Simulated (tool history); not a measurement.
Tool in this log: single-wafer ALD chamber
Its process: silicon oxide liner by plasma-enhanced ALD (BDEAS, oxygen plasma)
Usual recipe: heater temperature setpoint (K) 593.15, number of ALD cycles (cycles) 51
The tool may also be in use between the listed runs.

run	hour	heater temperature setpoint (K)	number of ALD cycles (cycles)	read-back reference wafer on the same gauge, thickness_nm	mean film thickness on the monitor wafer (angstrom)
1	0.0	593.15	51	3.998	47.78
# hour 25.2: thermocouple changed; heater temperature recalibrated
2	92.9	593.15	51	3.995	47.71
3	145.9	593.15	51	3.994	47.74
4	219.7	593.15	51	3.989	47.72
5	263.4	593.15	51	3.990	47.42
6	315.2	593.15	51	3.986	47.73
7	355.7	597.15	51	3.985	47.30
8	457.7	597.15	51	3.981	47.27
9	557.6	597.15	51	3.979	47.17
10	651.3	582.15	51	3.974	47.90
11	725.3	593.15	51	3.969	47.54
12	807.3	593.15	51	3.964	47.42
13	913.7	593.15	51	3.960	47.21
14	960.6	593.15	49	3.958	45.24
15	1012.2	593.15	49	3.954	45.22
16	1054.2	593.15	49	3.949	45.19
# hour 1062.4: gauge calibrated
17	1104.9	593.15	51	4.013	48.03
18	1173.0	601.15	43	4.014	39.98
19	1232.3	593.15	43	4.015	40.40
# hour 1275.3: thermocouple changed; heater temperature recalibrated
20	1331.3	593.15	51	4.013	47.87
21	1404.2	593.15	51	4.012	47.94
22	1445.5	593.15	51	4.013	47.79
23	1544.8	593.15	51	4.011	47.95
24	1588.8	598.15	45	4.012	42.06
25	1630.2	578.15	51	4.012	48.66
26	1683.1	599.15	51	4.009	47.74
27	1750.7	586.15	55	4.007	51.97
28	1814.1	584.15	61	4.009	57.71
29	1860.0	593.15	51	4.007	47.82
30	1922.7	582.15	58	4.006	55.30
31	2000.9	593.15	61	4.004	56.93
32	2069.4	593.15	51	4.004	47.94
33	2133.0	604.15	61	4.000	56.32

Each run again, without the hidden state but with its own random variation kept:
The tool's hidden condition here consists of: wafer temperature above the value expected at the setpoint (K); gauge reads high (%).
run	mean film thickness on the monitor wafer (angstrom)
1	47.93
2	47.89
3	47.94
4	47.95
5	47.67
6	48.01
7	47.59
8	47.61
9	47.57
10	48.35
11	48.03
12	47.96
13	47.81
14	45.85
15	45.86
16	45.87
17	47.96
18	39.93
19	40.35
20	47.82
21	47.90
22	47.75
23	47.92
24	42.04
25	48.65
26	47.74
27	51.98
28	57.74
29	47.86
30	55.36
31	57.02
32	48.04
33	56.46

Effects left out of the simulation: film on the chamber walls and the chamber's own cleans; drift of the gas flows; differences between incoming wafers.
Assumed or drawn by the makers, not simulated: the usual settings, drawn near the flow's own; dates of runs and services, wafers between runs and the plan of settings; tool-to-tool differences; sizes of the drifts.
